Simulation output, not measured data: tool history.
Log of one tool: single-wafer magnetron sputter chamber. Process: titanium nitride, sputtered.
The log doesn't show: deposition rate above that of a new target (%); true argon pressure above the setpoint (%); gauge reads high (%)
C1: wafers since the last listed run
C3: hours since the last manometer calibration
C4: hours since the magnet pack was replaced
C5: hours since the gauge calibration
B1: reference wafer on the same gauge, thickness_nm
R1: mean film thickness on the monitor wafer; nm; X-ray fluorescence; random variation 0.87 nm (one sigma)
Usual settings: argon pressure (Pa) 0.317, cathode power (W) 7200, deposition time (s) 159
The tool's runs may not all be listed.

Run 1, day 0: usual settings; C1 0; wafers on the sputter target 4532; C3 2127.7; C4 6270.9; C5 254.6; B1 248.222. Result: R1 228.289 nm.
Run 2, day 0.742: usual settings; C1 130; wafers on the sputter target 4662; C3 2145.5; C4 6288.7; C5 272.4; B1 247.973. Result: R1 228.464 nm.
Run 3, day 1.358: usual settings; C1 108; wafers on the sputter target 4771; C3 2160.3; C4 6303.5; C5 287.2; B1 248.241. Result: R1 228.198 nm.
Run 4, day 2.196: usual settings but argon pressure (Pa) 0.239; C1 147; wafers on the sputter target 4918; C3 2180.4; C4 6323.6; C5 307.3; B1 247.921. Result: R1 235.11 nm.
Run 5, day 3.225: usual settings; C1 181; wafers on the sputter target 5100; C3 2205.1; C4 6348.3; C5 332; B1 247.799. Result: R1 226.409 nm.
Run 6, day 5.342: usual settings; C1 372; wafers on the sputter target 5472; C3 2255.9; C4 6399.1; C5 382.8; B1 248.111. Result: R1 226.99 nm.
Run 7, day 6.717: usual settings; C1 242; wafers on the sputter target 5715; C3 2288.9; C4 6432.1; C5 415.8; B1 248.186. Result: R1 227.265 nm.
Run 8, day 7.604: usual settings; C1 156; wafers on the sputter target 5871; C3 2310.2; C4 6453.4; C5 437.1; B1 247.781. Result: R1 227.683 nm.
Run 9, day 8.212: usual settings but deposition time (s) 136; C1 107; wafers on the sputter target 5978; C3 2324.8; C4 6468; C5 451.7; B1 247.875. Result: R1 194.547 nm.
Run 10, day 9.079: usual settings but deposition time (s) 136; C1 152; wafers on the sputter target 6131; C3 2345.6; C4 6488.8; C5 472.5; B1 248.198. Result: R1 193.762 nm.
Run 11, day 10.133: usual settings; C1 185; wafers on the sputter target 6316; C3 2370.9; C4 6514.1; C5 497.8; B1 248.108. Result: R1 227.211 nm.
Run 12, day 11.308: usual settings; C1 206; wafers on the sputter target 6523; C3 2399.1; C4 6542.3; C5 526; B1 248.301. Result: R1 227.09 nm.
At day 11.812: sputter target and shields replaced.
Run 13, day 12.479: usual settings; C1 147; wafers on the sputter target 117; C3 2427.2; C4 6570.4; C5 554.1; B1 248.076. Result: R1 231.852 nm.
Run 14, day 13.083: usual settings; C1 106; wafers on the sputter target 223; C3 2441.7; C4 6584.9; C5 568.6; B1 248.36. Result: R1 232.644 nm.
Run 15, day 13.833: usual settings; C1 132; wafers on the sputter target 355; C3 2459.7; C4 6602.9; C5 586.6; B1 247.883. Result: R1 230.416 nm.
At day 14.267: magnet pack replaced.
At day 15.154: gauge calibrated.
At day 16.238: capacitance manometer re-zeroed and calibrated.
Run 16, day 16.258: usual settings but argon pressure (Pa) 0.399, deposition time (s) 170; C1 309; wafers on the sputter target 665; C3 0.5; C4 47.8; C5 26.5; B1 247.775. Result: R1 237.584 nm.
Run 17, day 16.825: usual settings but argon pressure (Pa) 0.408; C1 99; wafers on the sputter target 765; C3 14.1; C4 61.4; C5 40.1; B1 247.894. Result: R1 221.615 nm.
Run 18, day 18.058: usual settings but argon pressure (Pa) 0.354, deposition time (s) 176; C1 217; wafers on the sputter target 982; C3 43.7; C4 91; C5 69.7; B1 247.738. Result: R1 250.932 nm.
Run 19, day 19.425: usual settings but argon pressure (Pa) 0.254, cathode power (W) 5850, deposition time (s) 182; C1 240; wafers on the sputter target 1223; C3 76.5; C4 123.8; C5 102.5; B1 248.289. Result: R1 219.893 nm.
Run 20, day 20.238: usual settings but argon pressure (Pa) 0.255, cathode power (W) 7700, deposition time (s) 175; C1 143; wafers on the sputter target 1366; C3 96; C4 143.3; C5 122; B1 247.727. Result: R1 279.508 nm.
Run 21, day 21.042: usual settings but deposition time (s) 183; C1 141; wafers on the sputter target 1507; C3 115.3; C4 162.6; C5 141.3; B1 247.844. Result: R1 266.03 nm.
Run 22, day 21.662: usual settings but argon pressure (Pa) 0.406, cathode power (W) 6600, deposition time (s) 168; C1 109; wafers on the sputter target 1617; C3 130.2; C4 177.5; C5 156.2; B1 247.864. Result: R1 212.878 nm.
Run 23, day 22.608: usual settings but cathode power (W) 6750; C1 166; wafers on the sputter target 1783; C3 152.9; C4 200.2; C5 178.9; B1 247.692. Result: R1 217.023 nm.
Run 24, day 23.2: usual settings; C1 104; wafers on the sputter target 1888; C3 167.1; C4 214.4; C5 193.1; B1 247.894. Result: R1 229.571 nm.
Run 25, day 26.554: usual settings but argon pressure (Pa) 0.423, cathode power (W) 8100, deposition time (s) 144; C1 590; wafers on the sputter target 2478; C3 247.6; C4 294.9; C5 273.6; B1 247.831. Result: R1 222.142 nm.
Run 26, day 27.95: usual settings; C1 245; wafers on the sputter target 2724; C3 281.1; C4 328.4; C5 307.1; B1 248.05. Result: R1 231.252 nm.
Run 27, day 29.338: usual settings but argon pressure (Pa) 0.23, cathode power (W) 7650, deposition time (s) 173; C1 244; wafers on the sputter target 2968; C3 314.4; C4 361.7; C5 340.4; B1 248.064. Result: R1 278.44 nm.
Run 28, day 30.671: usual settings; C1 234; wafers on the sputter target 3203; C3 346.4; C4 393.7; C5 372.4; B1 247.945. Result: R1 228.653 nm.

Forecast each of these 4 alternatives for the next run:
Run A, day 30.688: usual settings but deposition time (s) 139; C1 2; wafers on the sputter target 3206; C3 346.8; C4 394.1; C5 372.8; B1 ?. Result: R1 ?.
Run B, day 30.688: usual settings but argon pressure (Pa) 0.236, cathode power (W) 5750; C1 2; wafers on the sputter target 3206; C3 346.8; C4 394.1; C5 372.8; B1 ?. Result: R1 ?.
Run C, day 30.688: usual settings but argon pressure (Pa) 0.199; C1 2; wafers on the sputter target 3206; C3 346.8; C4 394.1; C5 372.8; B1 ?. Result: R1 ?.
Run D, day 30.688: usual settings but argon pressure (Pa) 0.204, cathode power (W) 6450, deposition time (s) 190; C1 2; wafers on the sputter target 3206; C3 346.8; C4 394.1; C5 372.8; B1 ?. Result: R1 ?.

run      B1       R1
  A  248.15   199.24
  B  248.15  189.805
  C  248.15  242.317
  D  248.15  258.719
Without the tool's hidden state the same runs would have given:
run       R1
  A  201.477
  B  191.937
  C  245.038
  D  261.624
